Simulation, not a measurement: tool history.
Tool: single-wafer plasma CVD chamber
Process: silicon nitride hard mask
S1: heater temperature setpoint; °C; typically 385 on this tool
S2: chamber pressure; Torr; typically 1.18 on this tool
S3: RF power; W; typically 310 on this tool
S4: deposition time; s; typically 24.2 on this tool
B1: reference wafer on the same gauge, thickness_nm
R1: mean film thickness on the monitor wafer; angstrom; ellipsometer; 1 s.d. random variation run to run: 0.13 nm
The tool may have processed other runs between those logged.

run 1 hour=0.0 | S1=385 S2=1.18 S3=310 S4=24.2 | B1=22.800 | R1=265.59
run 2 hour=16.0 | S1=385 S2=1.18 S3=310 S4=24.2 | B1=22.796 | R1=265.24
-- hour=28.8 RF generator calibrated
run 3 hour=30.2 | S1=385 S2=1.18 S3=290 S4=21.1 | B1=22.803 | R1=236.45
-- hour=41.0 thermocouple changed; heater temperature recalibrated
run 4 hour=44.8 | S1=389 S2=1.18 S3=340 S4=24.2 | B1=22.790 | R1=297.24
run 5 hour=54.6 | S1=385 S2=1.18 S3=310 S4=24.2 | B1=22.796 | R1=280.58
run 6 hour=61.1 | S1=385 S2=1.18 S3=345 S4=28.1 | B1=22.806 | R1=348.13
run 7 hour=74.0 | S1=389 S2=1.18 S3=310 S4=24.2 | B1=22.803 | R1=278.90
run 8 hour=85.2 | S1=385 S2=1.18 S3=310 S4=24.2 | B1=22.789 | R1=278.57
run 9 hour=95.9 | S1=373 S2=1.18 S3=310 S4=28.7 | B1=22.811 | R1=333.64
run 10 hour=109.0 | S1=385 S2=1.18 S3=310 S4=24.2 | B1=22.812 | R1=279.54
run 11 hour=120.1 | S1=385 S2=1.18 S3=310 S4=28.6 | B1=22.802 | R1=331.18
-- hour=134.6 gauge calibrated
run 12 hour=136.0 | S1=385 S2=1.18 S3=265 S4=25.8 | B1=22.802 | R1=269.22
run 13 hour=152.2 | S1=398 S2=1.18 S3=370 S4=24.2 | B1=22.798 | R1=303.76
run 14 hour=163.0 | S1=379 S2=1.18 S3=275 S4=21.9 | B1=22.796 | R1=236.02
run 15 hour=179.7 | S1=385 S2=1.35 S3=310 S4=24.2 | B1=22.795 | R1=290.61
-- hour=189.2 capacitance manometer re-zeroed and calibrated
run 16 hour=216.2 | S1=394 S2=0.93 S3=335 S4=21.4 | B1=22.805 | R1=236.74
run 17 hour=226.7 | S1=371 S2=1.18 S3=250 S4=27.9 | B1=22.808 | R1=283.17
run 18 hour=235.2 | S1=385 S2=1.18 S3=290 S4=21.9 | B1=22.817 | R1=240.70
run 19 hour=250.8 | S1=391 S2=1.01 S3=360 S4=21.7 | B1=22.793 | R1=255.04
run 20 hour=263.4 | S1=397 S2=1.07 S3=345 S4=24.2 | B1=22.801 | R1=283.22
run 21 hour=275.4 | S1=381 S2=1.40 S3=255 S4=24.2 | B1=22.787 | R1=260.89
run 22 hour=287.9 | S1=385 S2=1.18 S3=310 S4=24.2 | B1=22.798 | R1=276.59
run 23 hour=299.3 | S1=398 S2=1.29 S3=310 S4=19.9 | B1=22.799 | R1=230.16
run 24 hour=307.8 | S1=385 S2=1.18 S3=310 S4=24.2 | B1=22.802 | R1=274.90
run 25 hour=319.7 | S1=399 S2=0.96 S3=365 S4=20.5 | B1=22.810 | R1=237.60
run 26 hour=331.4 | S1=380 S2=1.40 S3=265 S4=24.2 | B1=22.801 | R1=265.03
run 27 hour=343.6 | S1=385 S2=1.18 S3=310 S4=24.2 | B1=22.800 | R1=276.61
run 28 hour=360.2 | S1=385 S2=1.18 S3=310 S4=24.2 | B1=22.803 | R1=274.67
run 29 hour=370.2 | S1=385 S2=1.02 S3=270 S4=24.2 | B1=22.802 | R1=243.23

Predict each of these 4 candidate next runs independently; none follows another, all start after run 29:
run A hour=370.6 | S1=385 S2=1.18 S3=265 S4=24.2 | B1=? | R1=?
run B hour=370.6 | S1=385 S2=1.18 S3=270 S4=24.2 | B1=? | R1=?
run C hour=370.6 | S1=385 S2=1.40 S3=310 S4=24.2 | B1=? | R1=?
run D hour=370.6 | S1=385 S2=1.18 S3=310 S4=21.7 | B1=? | R1=?

run=A B1=22.793 R1=250.23
run=B B1=22.793 R1=253.07
run=C B1=22.793 R1=289.06
run=D B1=22.793 R1=246.41
Had the tool no hidden state, the same runs would have come out as:
run=A R1=257.63
run=B R1=260.51
run=C R1=297.08
run=D R1=253.25

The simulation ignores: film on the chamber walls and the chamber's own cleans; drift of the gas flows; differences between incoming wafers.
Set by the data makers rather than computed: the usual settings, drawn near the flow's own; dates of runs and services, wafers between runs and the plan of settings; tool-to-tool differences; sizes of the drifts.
